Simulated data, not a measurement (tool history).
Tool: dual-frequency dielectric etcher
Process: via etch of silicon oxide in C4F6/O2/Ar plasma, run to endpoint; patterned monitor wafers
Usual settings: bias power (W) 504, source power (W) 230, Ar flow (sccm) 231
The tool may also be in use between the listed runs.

run   hour  bias power (W)  source power (W)  Ar flow (sccm)  wafers since the last listed run  hours since the last wet clean  hours since the last bias power generator calibration  hours since the last source power generator calibration  hours since the last Ar flow controller change  hours since the last upper electrode change  incoming incoming film thickness, nm  endpoint time (s)
  1      0             504               230             231                                 0                           341.3                                                 3167.4                                                     2987                                          4436.7                                       3661.4                                 140.1               36.4
  2   26.1             504               230             231                               280                           367.4                                                 3193.5                                                   3013.1                                          4462.8                                       3687.5                                 139.9               36.4
  3   55.9             504               230             231                               320                           397.2                                                 3223.3                                                   3042.9                                          4492.6                                       3717.3                                 139.6               36.7
  4   79.3             448               230             231                               251                           420.6                                                 3246.7                                                   3066.3                                            4516                                       3740.7                                 139.9               38.3
     102.7  -- bias power generator calibrated
  5  103.2             504               230             231                               213                           444.5                                                    0.5                                                   3090.2                                          4539.9                                       3764.6                                 139.9               36.9
     137.3  -- wet clean of the chamber
  6  137.8             504               230             231                               113                             0.5                                                   35.1                                                   3124.8                                          4574.5                                       3799.2                                   141                 37
  7  138.1             504               210             231                                 3                             0.8                                                   35.4                                                   3125.1                                          4574.8                                       3799.5                                 139.3               37.2
     148.8  -- Ar flow controller replaced
     169.6  -- upper electrode replaced
  8  170.1             396               290             231                                55                            32.8                                                   67.4                                                   3157.1                                            21.3                                          0.5                                   141               38.4
  9  192.5             504               230             259                               240                            55.2                                                   89.8                                                   3179.5                                            43.7                                         22.9                                 139.3               37.1
     217.4  -- source power generator calibrated
 10    224             504               210             282                               295                            86.7                                                  121.3                                                      6.6                                            75.2                                         54.4                                 140.7               38.8
 11  239.8             399               230             231                               169                           102.5                                                  137.1                                                     22.4                                              91                                         70.2                                 140.7               40.7
 12  252.2             504               230             204                               133                           114.9                                                  149.5                                                     34.8                                           103.4                                         82.6                                 138.5               35.5
 13  265.9             504               230             231                               147                           128.6                                                  163.2                                                     48.5                                           117.1                                         96.3                                 139.9               36.4
 14  280.8             504               230             231                               160                           143.5                                                  178.1                                                     63.4                                             132                                        111.2                                 140.4               36.6

Hidden state at the last listed run before each entry between runs and at the first one after, where it differs:
Between runs 4 and 5: bias power generator calibrated (hour 102.7)
  no hidden state differs between the two runs
Between runs 5 and 6: wet clean of the chamber (hour 137.3)
  no hidden state differs between the two runs
Between runs 7 and 8: Ar flow controller replaced (hour 148.8); upper electrode replaced (hour 169.6)
  no hidden state differs between the two runs
Between runs 9 and 10: source power generator calibrated (hour 217.4)
  no hidden state differs between the two runs

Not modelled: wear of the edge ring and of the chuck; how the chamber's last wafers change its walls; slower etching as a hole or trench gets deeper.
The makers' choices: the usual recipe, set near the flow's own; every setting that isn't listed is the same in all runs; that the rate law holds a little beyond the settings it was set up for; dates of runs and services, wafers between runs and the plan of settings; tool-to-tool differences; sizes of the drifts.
